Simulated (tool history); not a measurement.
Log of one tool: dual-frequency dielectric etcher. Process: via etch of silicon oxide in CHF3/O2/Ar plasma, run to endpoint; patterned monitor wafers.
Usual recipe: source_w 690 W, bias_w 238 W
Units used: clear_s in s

run   hour  source_w  bias_w  incoming incoming film thickness, nm  clear_s
  1    0.0       630     238                                 588.4    239.3
  2    9.7       690     238                                 590.9    233.5
  3   27.0       690     238                                 581.9    232.1
  4   35.4       690     238                                 587.9    234.9
      70.6  -- wet clean of the chamber
  5   71.1       690     199                                 583.4    286.1
  6   71.5       560     238                                 585.3    269.6
      94.6  -- source power generator calibrated
     100.8  -- wet clean of the chamber, repeated, since the last time left the tool worse
     103.3  -- upper electrode replaced
  7  103.8       560     238                                 590.2    255.1
  8  104.2       610     238                                 594.8    250.9
  9  104.6       550     253                                 582.5    241.6
     110.1  -- bias power generator calibrated
 10  114.4       690     238                                 580.2    236.7

What does the tool deliver on the next run?
 11  130.8       620     206                                 585.7        ?

{"run 11": {"clear_s": 268.4}}
With the hidden condition absent and the run-to-run variation left alone, this run would have shown clear_s 269.3 s.
